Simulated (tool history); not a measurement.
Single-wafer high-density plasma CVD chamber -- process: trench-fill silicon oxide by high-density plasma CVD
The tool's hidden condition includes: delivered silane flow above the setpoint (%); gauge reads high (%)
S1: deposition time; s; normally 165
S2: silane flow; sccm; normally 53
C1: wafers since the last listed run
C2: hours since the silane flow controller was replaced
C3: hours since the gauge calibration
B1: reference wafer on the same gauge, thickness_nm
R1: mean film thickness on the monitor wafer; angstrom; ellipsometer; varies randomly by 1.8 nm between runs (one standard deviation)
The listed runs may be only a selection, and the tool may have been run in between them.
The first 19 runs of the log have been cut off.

run	hour	S1	S2	C1	C2	C3	B1	R1
20	199.4	165	53	106	1310.4	244.5	822.669	8561.84
21	210.8	197	63	79	1321.8	255.9	823.638	12121.96
22	225.2	165	63	100	1336.2	270.3	822.888	10105.09
23	240.8	177	53	108	1351.8	285.9	822.951	9145.46
24	247.0	185	53	43	1358.0	292.1	823.352	9544.48
25	262.9	194	44	110	1373.9	308.0	823.290	8297.21
26	272.3	182	62	65	1383.3	317.4	823.740	10934.50
27	288.0	179	53	109	1399.0	333.1	822.608	9240.27
# hour 303.6: silane flow controller replaced
28	304.4	178	44	58	0.8	349.5	822.666	7922.11

What does the tool deliver on the next run?
29	321.0	186	46	115	17.4	366.1	?	?

Run 29 came out at B1 823.549, R1 8642.95 angstrom.
Minus the tool's unlogged condition, the same run would have read R1 8658.25 angstrom.

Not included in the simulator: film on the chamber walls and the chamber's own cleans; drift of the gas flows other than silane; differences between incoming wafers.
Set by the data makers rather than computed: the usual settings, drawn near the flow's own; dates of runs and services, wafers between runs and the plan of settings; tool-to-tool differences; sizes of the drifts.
